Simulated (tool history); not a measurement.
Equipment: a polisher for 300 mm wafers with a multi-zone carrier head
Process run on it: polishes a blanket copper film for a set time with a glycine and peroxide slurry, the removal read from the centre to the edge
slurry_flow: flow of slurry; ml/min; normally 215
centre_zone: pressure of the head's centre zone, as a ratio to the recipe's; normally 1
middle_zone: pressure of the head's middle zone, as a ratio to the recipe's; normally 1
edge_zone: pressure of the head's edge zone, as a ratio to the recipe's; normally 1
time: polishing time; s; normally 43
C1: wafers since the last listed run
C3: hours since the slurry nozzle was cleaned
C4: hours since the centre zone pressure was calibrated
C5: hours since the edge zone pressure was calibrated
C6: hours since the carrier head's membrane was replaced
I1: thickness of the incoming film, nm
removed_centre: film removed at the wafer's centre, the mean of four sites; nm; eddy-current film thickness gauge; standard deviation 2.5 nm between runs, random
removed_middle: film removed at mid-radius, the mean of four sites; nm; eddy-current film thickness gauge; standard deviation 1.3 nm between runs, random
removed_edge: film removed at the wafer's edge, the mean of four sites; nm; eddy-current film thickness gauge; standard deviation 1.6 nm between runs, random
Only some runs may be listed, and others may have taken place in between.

run 1 hour=0 | slurry_flow=215 centre_zone=1 middle_zone=1 edge_zone=1 time=43 | C1=0 wafers_polished_on_this_pad=160 C3=98.9 C4=972.2 C5=918.1 C6=383.5 | I1=1177.7 | removed_centre=206.4 removed_middle=203.8 removed_edge=210.5
run 2 hour=6 | slurry_flow=215 centre_zone=1 middle_zone=1 edge_zone=1 time=43 | C1=82 wafers_polished_on_this_pad=242 C3=104.9 C4=978.2 C5=924.1 C6=389.5 | I1=1174 | removed_centre=204.4 removed_middle=202.8 removed_edge=208.4
run 3 hour=15.9 | slurry_flow=215 centre_zone=1 middle_zone=1 edge_zone=1 time=43 | C1=135 wafers_polished_on_this_pad=378 C3=114.8 C4=988.1 C5=934 C6=399.4 | I1=1193.6 | removed_centre=207.3 removed_middle=201.3 removed_edge=204.2
run 4 hour=28.2 | slurry_flow=215 centre_zone=1 middle_zone=1 edge_zone=1 time=43 | C1=168 wafers_polished_on_this_pad=546 C3=127.1 C4=1000.4 C5=946.3 C6=411.7 | I1=1181.2 | removed_centre=208.3 removed_middle=202.2 removed_edge=207.2
run 5 hour=38.4 | slurry_flow=215 centre_zone=1 middle_zone=1 edge_zone=1 time=43 | C1=139 wafers_polished_on_this_pad=686 C3=137.3 C4=1010.6 C5=956.5 C6=421.9 | I1=1181.2 | removed_centre=206.8 removed_middle=201.9 removed_edge=206.6
run 6 hour=51.9 | slurry_flow=215 centre_zone=1 middle_zone=1 edge_zone=1 time=43 | C1=184 wafers_polished_on_this_pad=870 C3=150.8 C4=1024.1 C5=970 C6=435.4 | I1=1197.4 | removed_centre=206.1 removed_middle=201.5 removed_edge=209.6
run 7 hour=67.8 | slurry_flow=215 centre_zone=1 middle_zone=1 edge_zone=1 time=43 | C1=217 wafers_polished_on_this_pad=1088 C3=166.7 C4=1040 C5=985.9 C6=451.3 | I1=1203.9 | removed_centre=205.7 removed_middle=199.1 removed_edge=207.8
run 8 hour=85.4 | slurry_flow=215 centre_zone=1 middle_zone=1 edge_zone=1.09 time=47 | C1=240 wafers_polished_on_this_pad=1329 C3=184.3 C4=1057.6 C5=1003.5 C6=468.9 | I1=1189.2 | removed_centre=221.3 removed_middle=220.4 removed_edge=232.9
-- hour=89.4 worn pad replaced by a new one
run 9 hour=92.3 | slurry_flow=215 centre_zone=1 middle_zone=1 edge_zone=1 time=43 | C1=39 wafers_polished_on_this_pad=39 C3=191.2 C4=1064.5 C5=1010.4 C6=475.8 | I1=1175.5 | removed_centre=201.3 removed_middle=200.8 removed_edge=203.2
-- hour=130.2 centre zone pressure recalibrated
run 10 hour=130.7 | slurry_flow=215 centre_zone=1 middle_zone=1 edge_zone=1 time=43 | C1=497 wafers_polished_on_this_pad=537 C3=229.6 C4=0.5 C5=1048.8 C6=514.2 | I1=1196.2 | removed_centre=197.5 removed_middle=197.1 removed_edge=202.2
run 11 hour=137.8 | slurry_flow=215 centre_zone=1.07 middle_zone=1 edge_zone=0.95 time=35 | C1=97 wafers_polished_on_this_pad=634 C3=236.7 C4=7.6 C5=1055.9 C6=521.3 | I1=1170.3 | removed_centre=174 removed_middle=159.6 removed_edge=160.5
-- hour=148.6 slurry nozzle cleaned
run 12 hour=155.5 | slurry_flow=285 centre_zone=1 middle_zone=0.9 edge_zone=1 time=43 | C1=228 wafers_polished_on_this_pad=862 C3=6.9 C4=25.3 C5=1073.6 C6=539 | I1=1193.1 | removed_centre=217.2 removed_middle=192.3 removed_edge=216.3
-- hour=163.6 edge zone pressure recalibrated
run 13 hour=164.1 | slurry_flow=215 centre_zone=1 middle_zone=1.03 edge_zone=1 time=43 | C1=90 wafers_polished_on_this_pad=953 C3=15.5 C4=33.9 C5=0.5 C6=547.6 | I1=1180.4 | removed_centre=210.7 removed_middle=210 removed_edge=210.5
-- hour=175.8 carrier head's membrane replaced by a new one
-- hour=177 worn pad replaced by a new one
run 14 hour=177.5 | slurry_flow=215 centre_zone=1 middle_zone=0.95 edge_zone=1 time=43 | C1=99 wafers_polished_on_this_pad=7 C3=28.9 C4=47.3 C5=13.9 C6=1.7 | I1=1182.4 | removed_centre=215.1 removed_middle=197.2 removed_edge=212.1
run 15 hour=188.4 | slurry_flow=185 centre_zone=1 middle_zone=1 edge_zone=0.96 time=43 | C1=149 wafers_polished_on_this_pad=156 C3=39.8 C4=58.2 C5=24.8 C6=12.6 | I1=1203 | removed_centre=205.8 removed_middle=204.9 removed_edge=205.4
run 16 hour=199.9 | slurry_flow=290 centre_zone=1 middle_zone=1 edge_zone=1.05 time=43 | C1=157 wafers_polished_on_this_pad=313 C3=51.3 C4=69.7 C5=36.3 C6=24.1 | I1=1183.3 | removed_centre=218.8 removed_middle=210.5 removed_edge=223
run 17 hour=212.1 | slurry_flow=270 centre_zone=1.04 middle_zone=1 edge_zone=1 time=43 | C1=166 wafers_polished_on_this_pad=480 C3=63.5 C4=81.9 C5=48.5 C6=36.3 | I1=1167.1 | removed_centre=223.6 removed_middle=210.4 removed_edge=213.9
run 18 hour=228.4 | slurry_flow=215 centre_zone=1 middle_zone=1 edge_zone=1 time=43 | C1=222 wafers_polished_on_this_pad=703 C3=79.8 C4=98.2 C5=64.8 C6=52.6 | I1=1185.8 | removed_centre=208.1 removed_middle=203.3 removed_edge=207.3
run 19 hour=245.4 | slurry_flow=215 centre_zone=1 middle_zone=1 edge_zone=1 time=43 | C1=232 wafers_polished_on_this_pad=936 C3=96.8 C4=115.2 C5=81.8 C6=69.6 | I1=1189.7 | removed_centre=204.3 removed_middle=200.2 removed_edge=210.1

Forecast run 20:
run 20 hour=257.2 | slurry_flow=215 centre_zone=1 middle_zone=1 edge_zone=1 time=54 | C1=161 wafers_polished_on_this_pad=1097 C3=108.6 C4=127 C5=93.6 C6=81.4 | I1=1188.6 | removed_centre=? removed_middle=? removed_edge=?

Run 20 measured removed_centre 258.6 nm, removed_middle 256.5 nm, removed_edge 259.4 nm.
On a tool with no hidden condition, and with the same random variation, this run would have come out at removed_centre 264.2 nm, removed_middle 261.4 nm, removed_edge 263.1 nm.
